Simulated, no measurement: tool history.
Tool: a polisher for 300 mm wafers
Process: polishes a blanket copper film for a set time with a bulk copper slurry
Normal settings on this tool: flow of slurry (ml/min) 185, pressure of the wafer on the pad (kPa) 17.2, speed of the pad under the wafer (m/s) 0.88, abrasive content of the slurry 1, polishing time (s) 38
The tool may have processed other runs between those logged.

run   hour  flow of slurry (ml/min)  pressure of the wafer on the pad (kPa)  speed of the pad under the wafer (m/s)  abrasive content of the slurry  polishing time (s)  wafers since the last listed run  wafers polished on this pad  hours since the slurry nozzle was cleaned  hours since the head pressure was calibrated  hours since the slurry blender was calibrated  incoming thickness of the incoming film, nm  film removed (angstrom)
  1      0                      185                                    17.2                                    0.88                             0.9                  38                                 0                         1777                                      311.4                                         588.1                                            439                                       1997.7                     2414
        48  -- slurry blender recalibrated
  2   60.6                      185                                    17.2                                    0.88                             0.9                  38                              1056                         2833                                        372                                         648.7                                           12.6                                       2045.7                     2643
     107.3  -- worn pad replaced by a new one
  3  107.8                      185                                    17.2                                    0.88                               1                  38                               779                            9                                      419.2                                         695.9                                           59.8                                         1995                     2680
  4  147.2                      185                                    17.2                                    0.88                               1                  38                               710                          719                                      458.6                                         735.3                                           99.2                                       2020.1                     2594
  5  198.5                      185                                    17.2                                    0.88                             1.2                  38                               925                         1644                                      509.9                                         786.6                                          150.5                                       2044.2                     2677
  6  226.9                      185                                    17.2                                    1.06                               1                  38                               512                         2156                                      538.3                                           815                                          178.9                                       2052.3                     3080
  7  253.6                      185                                    17.2                                    1.06                               1                  38                               481                         2638                                        565                                         841.7                                          205.6                                       1994.1                     3015
  8    292                      185                                    17.2                                    1.06                               1                  38                               692                         3330                                      603.4                                         880.1                                            244                                       1994.2                     3004
     316.7  -- worn pad replaced by a new one
  9  353.3                      185                                    17.2                                    0.88                               1                  38                              1033                          660                                      664.7                                         941.4                                          305.3                                       2018.6                     2505
 10  399.7                      185                                    17.2                                    0.88                               1                  38                               836                         1497                                      711.1                                         987.8                                          351.7                                       2048.2                     2461
 11  471.4                      235                                    17.2                                    0.88                            1.15                  38                              1292                         2790                                      782.8                                        1059.5                                          423.4                                       2050.9                     2569
 12  509.1                      240                                    17.2                                    1.06                            0.85                  45                               679                         3469                                      820.5                                        1097.2                                          461.1                                       1997.8                     3415
     510.6  -- slurry nozzle cleaned
     526.5  -- worn pad replaced by a new one
     529.6  -- head pressure recalibrated
     542.1  -- slurry blender recalibrated
 13  544.1                      125                                    17.2                                    0.68                            0.75                  46                               468                          245                                       33.5                                          14.5                                              2                                         2038                     2223
 14  595.1                      185                                    17.2                                    0.88                               1                  38                               919                         1165                                       84.5                                          65.5                                             53                                       2027.2                     2673
 15  663.5                      145                                    17.2                                    0.88                             0.9                  27                              1233                         2398                                      152.9                                         133.9                                          121.4                                       2029.3                     1734
     715.2  -- worn pad replaced by a new one
 16  719.6                      150                                    14.5                                    0.88                             0.9                  38                               939                           79                                        209                                           190                                          177.5                                         2042                     2006
 17    789                      185                                    17.2                                    0.88                               1                  38                              1251                         1330                                      278.4                                         259.4                                          246.9                                       2004.2                     2467
 18  841.5                      150                                    17.2                                    0.88                            1.25                  30                               946                         2277                                      330.9                                         311.9                                          299.4                                       2010.7                     1998
     906.1  -- worn pad replaced by a new one
 19  911.8                      160                                    17.2                                    0.68                             1.1                  33                              1195                          102                                      401.2                                         382.2                                          369.7                                       1976.6                     1653
 20  936.4                      205                                    19.3                                    1.14                               1                  28                               443                          546                                      425.8                                         406.8                                          394.3                                       2024.6                     2690

Each row is a separate what-if for the run after 20, all from the same tool condition, not one after another. Results?
  A  936.8                      185                                    17.2                                    0.88                               1                  38                                 7                          553                                      426.2                                         407.2                                          394.7                                       2003.9                        ?
  B  936.8                      245                                    20.7                                     1.1                               1                  38                                 7                          553                                      426.2                                         407.2                                          394.7                                       2003.9                        ?
  C  936.8                      135                                    13.1                                    1.14                               1                  50                                 7                          553                                      426.2                                         407.2                                          394.7                                       2003.9                        ?
  D  936.8                      185                                    17.2                                       1                            0.85                  38                                 7                          553                                      426.2                                         407.2                                          394.7                                       2003.9                        ?

run  film removed (angstrom)
  A                     2449
  B                     3778
  C                     3061
  D                     2681
Stripped of hidden state, with their random variation kept, the same runs would have yielded:
run  film removed (angstrom)
  A                     2716
  B                     4190
  C                     3395
  D                     2966

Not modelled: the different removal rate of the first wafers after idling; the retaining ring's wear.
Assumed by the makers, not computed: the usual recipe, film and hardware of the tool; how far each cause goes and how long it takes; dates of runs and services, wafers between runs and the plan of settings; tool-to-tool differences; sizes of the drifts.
